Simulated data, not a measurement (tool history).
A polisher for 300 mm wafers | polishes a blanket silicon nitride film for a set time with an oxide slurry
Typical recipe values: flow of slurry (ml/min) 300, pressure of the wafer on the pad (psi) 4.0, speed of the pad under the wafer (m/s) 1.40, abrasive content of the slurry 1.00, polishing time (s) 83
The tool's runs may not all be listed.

run	hour	flow of slurry (ml/min)	pressure of the wafer on the pad (psi)	speed of the pad under the wafer (m/s)	abrasive content of the slurry	polishing time (s)	wafers since the last listed run	wafers polished on this pad	hours since the slurry nozzle was cleaned	hours since the head pressure was calibrated	hours since the slurry blender was calibrated	hours since the conditioning disc was replaced	incoming thickness of the incoming film, nm	film removed (Å)
1	0.0	250	4.0	1.40	1.00	83	0	5	286.3	732.7	170.2	72.4	265.0	916
2	23.1	250	4.0	1.40	1.00	83	240	245	309.4	755.8	193.3	95.5	262.4	943
3	55.2	250	4.0	1.40	1.00	83	333	579	341.5	787.9	225.4	127.6	260.7	913
4	76.1	300	4.0	1.40	1.15	83	217	797	362.4	808.8	246.3	148.5	258.3	1030
5	110.0	300	4.0	1.40	0.80	83	352	1149	396.3	842.7	280.2	182.4	260.4	769
# hour 131.1: worn pad replaced by a new one
6	131.6	300	4.0	1.40	0.80	83	183	4	417.9	864.3	301.8	204.0	263.9	764
7	145.3	300	4.0	1.40	0.80	83	142	147	431.6	878.0	315.5	217.7	254.0	784
# hour 147.9: slurry blender recalibrated
8	178.2	300	4.0	1.40	1.00	83	321	468	464.5	910.9	30.3	250.6	262.1	945
9	212.7	360	4.0	1.40	1.00	83	358	827	499.0	945.4	64.8	285.1	258.9	957
10	234.9	360	4.0	1.40	1.00	83	230	1058	521.2	967.6	87.0	307.3	258.7	967
# hour 239.1: slurry nozzle cleaned
11	261.6	300	4.0	1.40	1.00	83	267	1325	22.5	994.3	113.7	334.0	259.8	957
# hour 287.4: worn pad replaced by a new one
12	294.3	300	4.0	1.40	1.00	83	298	71	55.2	1027.0	146.4	366.7	261.6	939
13	326.6	255	5.3	1.40	1.00	105	335	407	87.5	1059.3	178.7	399.0	260.5	1436
14	347.8	390	3.1	1.40	1.00	63	220	627	108.7	1080.5	199.9	420.2	263.3	635
15	362.5	300	4.0	1.40	1.00	83	152	780	123.4	1095.2	214.6	434.9	260.8	956

What will run 16 give?
16	375.1	300	4.0	1.82	1.10	83	131	911	136.0	1107.8	227.2	447.5	258.8	?

Run 16 gave film removed (Å) 1251.
If the tool had no hidden condition, the same run with the same run-to-run variation would have returned film removed (Å) 1171.
